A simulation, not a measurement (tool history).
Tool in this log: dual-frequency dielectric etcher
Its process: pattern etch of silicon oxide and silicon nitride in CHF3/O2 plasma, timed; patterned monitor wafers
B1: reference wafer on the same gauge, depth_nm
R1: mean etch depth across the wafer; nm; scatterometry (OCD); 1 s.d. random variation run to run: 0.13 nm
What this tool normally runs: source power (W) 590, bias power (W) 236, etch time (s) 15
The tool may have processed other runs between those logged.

run 1 hour=0 | source_power_(W)=590 bias_power_(W)=218 etch_time_(s)=17 | B1=26.53 | R1=26.03
-- hour=10.3 bias power generator calibrated
run 2 hour=26.8 | source_power_(W)=590 bias_power_(W)=218 etch_time_(s)=17 | B1=26.5 | R1=26.02
-- hour=55.5 wet clean of the chamber
run 3 hour=56.5 | source_power_(W)=590 bias_power_(W)=218 etch_time_(s)=17 | B1=26.49 | R1=26
-- hour=96.7 upper electrode replaced
run 4 hour=97.2 | source_power_(W)=590 bias_power_(W)=236 etch_time_(s)=16 | B1=26.47 | R1=24.85
run 5 hour=97.6 | source_power_(W)=590 bias_power_(W)=236 etch_time_(s)=16 | B1=26.54 | R1=25.01
run 6 hour=109.6 | source_power_(W)=590 bias_power_(W)=236 etch_time_(s)=16 | B1=26.48 | R1=25.07
run 7 hour=125.4 | source_power_(W)=590 bias_power_(W)=236 etch_time_(s)=15 | B1=26.5 | R1=23.29
run 8 hour=143.9 | source_power_(W)=720 bias_power_(W)=217 etch_time_(s)=15 | B1=26.48 | R1=25.74
-- hour=153 source power generator calibrated
run 9 hour=157.8 | source_power_(W)=590 bias_power_(W)=264 etch_time_(s)=16 | B1=26.51 | R1=25.61
run 10 hour=174.3 | source_power_(W)=590 bias_power_(W)=236 etch_time_(s)=15 | B1=26.49 | R1=23.49
run 11 hour=206.8 | source_power_(W)=590 bias_power_(W)=236 etch_time_(s)=15 | B1=26.51 | R1=23.4
run 12 hour=234.5 | source_power_(W)=590 bias_power_(W)=207 etch_time_(s)=16 | B1=26.47 | R1=23.99
run 13 hour=267.9 | source_power_(W)=710 bias_power_(W)=236 etch_time_(s)=15 | B1=26.5 | R1=25.97
run 14 hour=291.1 | source_power_(W)=720 bias_power_(W)=236 etch_time_(s)=13.5 | B1=26.46 | R1=23.64
run 15 hour=310.1 | source_power_(W)=590 bias_power_(W)=257 etch_time_(s)=15 | B1=26.45 | R1=23.79
run 16 hour=329.1 | source_power_(W)=500 bias_power_(W)=236 etch_time_(s)=17 | B1=26.52 | R1=24.14
run 17 hour=350.4 | source_power_(W)=690 bias_power_(W)=262 etch_time_(s)=19.5 | B1=26.52 | R1=34.27
run 18 hour=366.8 | source_power_(W)=700 bias_power_(W)=195 etch_time_(s)=18 | B1=26.5 | R1=29.75
run 19 hour=387.3 | source_power_(W)=630 bias_power_(W)=201 etch_time_(s)=15 | B1=26.42 | R1=23.44
-- hour=397 gauge calibrated
run 20 hour=412.4 | source_power_(W)=660 bias_power_(W)=279 etch_time_(s)=17.5 | B1=26.56 | R1=30.2
run 21 hour=430.4 | source_power_(W)=650 bias_power_(W)=187 etch_time_(s)=13 | B1=26.44 | R1=20.47
run 22 hour=448.6 | source_power_(W)=730 bias_power_(W)=210 etch_time_(s)=13.5 | B1=26.46 | R1=23.2
run 23 hour=471.2 | source_power_(W)=590 bias_power_(W)=236 etch_time_(s)=15 | B1=26.5 | R1=23.26
-- hour=529 wet clean of the chamber
run 24 hour=554.7 | source_power_(W)=590 bias_power_(W)=236 etch_time_(s)=15 | B1=26.51 | R1=23.39
run 25 hour=572.4 | source_power_(W)=540 bias_power_(W)=236 etch_time_(s)=15 | B1=26.46 | R1=22.31
run 26 hour=585.2 | source_power_(W)=640 bias_power_(W)=275 etch_time_(s)=15 | B1=26.48 | R1=25.43
run 27 hour=599.6 | source_power_(W)=590 bias_power_(W)=236 etch_time_(s)=11.5 | B1=26.53 | R1=18.04
run 28 hour=617.1 | source_power_(W)=590 bias_power_(W)=186 etch_time_(s)=15 | B1=26.49 | R1=22.26
run 29 hour=655.1 | source_power_(W)=590 bias_power_(W)=236 etch_time_(s)=16.5 | B1=26.52 | R1=25.94

Alternative continuations, all from the tool just after run 29; predict every row:
run A hour=655.5 | source_power_(W)=590 bias_power_(W)=236 etch_time_(s)=13.5 | B1=? | R1=?
run B hour=655.5 | source_power_(W)=660 bias_power_(W)=188 etch_time_(s)=19.5 | B1=? | R1=?
run C hour=655.5 | source_power_(W)=530 bias_power_(W)=259 etch_time_(s)=13 | B1=? | R1=?
run D hour=655.5 | source_power_(W)=670 bias_power_(W)=236 etch_time_(s)=15 | B1=? | R1=?
run E hour=655.5 | source_power_(W)=710 bias_power_(W)=207 etch_time_(s)=18.5 | B1=? | R1=?

run=A B1=26.58 R1=21.11
run=B B1=26.58 R1=31.09
run=C B1=26.58 R1=19.42
run=D B1=26.58 R1=25.25
run=E B1=26.58 R1=31.3
What these runs would have given with no unlogged condition in the tool:
run=A R1=21.11
run=B R1=31.09
run=C R1=19.42
run=D R1=25.25
run=E R1=31.3

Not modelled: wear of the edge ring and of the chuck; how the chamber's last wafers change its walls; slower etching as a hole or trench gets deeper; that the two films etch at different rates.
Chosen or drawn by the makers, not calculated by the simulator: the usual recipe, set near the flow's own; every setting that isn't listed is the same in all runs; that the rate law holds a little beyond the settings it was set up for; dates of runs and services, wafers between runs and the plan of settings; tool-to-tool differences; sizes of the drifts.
